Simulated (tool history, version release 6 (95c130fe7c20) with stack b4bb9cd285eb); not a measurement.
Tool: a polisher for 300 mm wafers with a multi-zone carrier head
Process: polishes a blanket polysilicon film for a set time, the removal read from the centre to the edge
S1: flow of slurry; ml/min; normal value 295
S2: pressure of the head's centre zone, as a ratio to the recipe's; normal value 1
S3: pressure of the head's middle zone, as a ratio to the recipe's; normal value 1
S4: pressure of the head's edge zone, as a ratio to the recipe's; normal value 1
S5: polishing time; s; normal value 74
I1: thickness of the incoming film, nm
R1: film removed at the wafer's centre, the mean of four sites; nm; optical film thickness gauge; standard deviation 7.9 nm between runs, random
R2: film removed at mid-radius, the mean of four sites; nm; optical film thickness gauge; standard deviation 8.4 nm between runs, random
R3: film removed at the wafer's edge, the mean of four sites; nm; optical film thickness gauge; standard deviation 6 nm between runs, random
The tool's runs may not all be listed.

run,hour,S1,S2,S3,S4,S5,I1,R1,R2,R3
1,0,295,1,1,1,74,2128.9,620.2,635,636.8
2,13.4,295,1.09,1,1,74,2151.7,663.7,626.2,633.5
# hour 22: worn pad replaced by a new one
3,45,295,1,1,1,74,2129.3,689.3,711.9,729.3
4,71.7,295,1,0.96,1,74,2132.9,683.4,673.7,719.6
5,92.3,220,1.03,1,1,74,2133.3,670.3,692.7,686
6,108.3,295,1,1.09,1.04,74,2115.8,687,763.1,714
7,123.3,295,1,1,1,74,2135.8,664.9,683,706.9
8,155,390,0.94,1,1,74,2114.3,633.1,696.7,705.7
# hour 171.7: edge zone pressure recalibrated
# hour 196: slurry nozzle cleaned
# hour 198.4: worn pad replaced by a new one
9,231.2,295,1,0.88,1,51,2118.5,470.9,440.5,495.2
10,249.5,295,1,0.88,1,51,2111.4,464.1,438.3,487.1
11,281.9,245,1,1,1,98,2139.8,859.6,913.7,912.1
12,294.5,330,1,0.9,1.04,85,2132.5,753.3,734,816.9
13,313.1,295,0.92,1,1.11,50,2148.9,408.5,470.5,484.6
14,341.5,295,1,1,1,74,2114.5,614.9,694.8,672.8
15,376.7,335,1,1,1,88,2125.5,718.9,800.6,789.8
# hour 397.8: worn pad replaced by a new one
16,412.2,295,1.03,1,1.11,93,2142.6,832.3,892.4,943.9
17,434.3,365,1.11,0.9,1,84,2163.3,826.9,756,827.6
18,449.1,295,1,1,1,74,2121.3,634.3,707.2,707.9
19,469.6,295,1,1,1.11,58,2152.2,497.6,541.1,575.4
20,491,365,1.11,0.9,1,84,2090.3,813.1,714.6,793.8
21,507.1,295,0.9,1,1,74,2116.6,536.2,687.7,675.5
22,522.7,295,1,1.07,1,74,2155.6,599.8,709,672.4

Forecast each of these 4 alternatives for the next run:
A,523.2,295,1,1,0.92,74,2122.9,?,?,?
B,523.2,335,0.95,1,1,74,2122.9,?,?,?
C,523.2,295,1.11,0.88,1.05,74,2122.9,?,?,?
D,523.2,295,1,1.06,1,74,2122.9,?,?,?

run,R1,R2,R3
A,616.2,662.1,654.6
B,593.3,670.8,687.8
C,684.5,594.6,698.5
D,616.4,695.5,680.4
Without the tool's hidden state the same runs would have given:
run,R1,R2,R3
A,716,698.3,690.8
B,689.7,707.6,725.8
C,794.7,627.1,737.2
D,716.4,733.6,718.1
